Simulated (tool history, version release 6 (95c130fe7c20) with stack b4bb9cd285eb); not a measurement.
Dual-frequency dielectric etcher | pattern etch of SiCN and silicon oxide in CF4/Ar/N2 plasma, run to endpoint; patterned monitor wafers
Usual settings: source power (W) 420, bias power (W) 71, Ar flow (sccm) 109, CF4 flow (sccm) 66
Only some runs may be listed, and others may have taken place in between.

run    hour  source power (W)  bias power (W)  Ar flow (sccm)  CF4 flow (sccm)  incoming incoming film thickness, nm  endpoint time (s)
  1       0               420              71             109               66                                  10.5               14.4
  2    83.2               420              71             109               66                                 10.36               14.1
      115.2  -- wet clean of the chamber
  3   133.5               420              71             109               66                                 10.38               13.6
  4   170.5               420              81             127               66                                 10.43               13.3
  5   245.2               420              71             109               66                                  10.5               13.9
  6   302.1               420              71             109               66                                  10.4               13.9
  7   344.8               420              71             109               66                                 10.37               13.8
  8     405               420              71             109               66                                 10.42               13.9
      413.3  -- Ar flow controller replaced
  9   443.1               420              71             109               66                                 10.45               14.2
      474.3  -- upper electrode replaced
 10   529.4               420              71             109               66                                 10.44               14.4
 11   624.2               420              71              95               66                                 10.35                 14
 12   699.4               420              71             109               66                                 10.47               14.4
      748.4  -- wet clean of the chamber
 13   748.9               490              62             116               50                                 10.37               13.4
      786.1  -- source power generator calibrated
      817.4  -- bias power generator calibrated
 14   826.6               320              59             128               61                                  10.4               17.1
 15   899.8               350              54             125               74                                 10.37               16.5
 16   950.1               420              71             109               66                                 10.46               14.1
     1000.4  -- CF4 flow controller replaced
 17  1016.6               420              87             109               66                                 10.41               13.2
 18  1087.3               470              83             135               77                                 10.41               12.6
 19  1135.1               350              71             125               66                                 10.43               15.9
 20  1230.9               420              88              96               50                                 10.34               13.7
     1288.8  -- wet clean of the chamber
 21  1303.9               420              71             109               66                                 10.37               13.6
 22  1343.8               420              71             109               66                                 10.43               13.7
 23  1394.1               350              71              84               66                                 10.37               14.9

What if the next run were any one of these 5? Each begins from the tool's condition after run 23:
  A  1394.5               420              71             109               66                                 10.44                  ?
  B  1394.5               360              71             109               74                                 10.44                  ?
  C  1394.5               420              59             109               76                                 10.44                  ?
  D  1394.5               510              71              91               66                                 10.44                  ?
  E  1394.5               390              55             122               52                                 10.44                  ?

run  endpoint time (s)
  A               13.7
  B               14.7
  C               14.1
  D               12.1
  E               15.9
With no hidden state in the tool, these same runs would have given:
run  endpoint time (s)
  A               13.5
  B               14.5
  C                 14
  D               11.9
  E               15.7
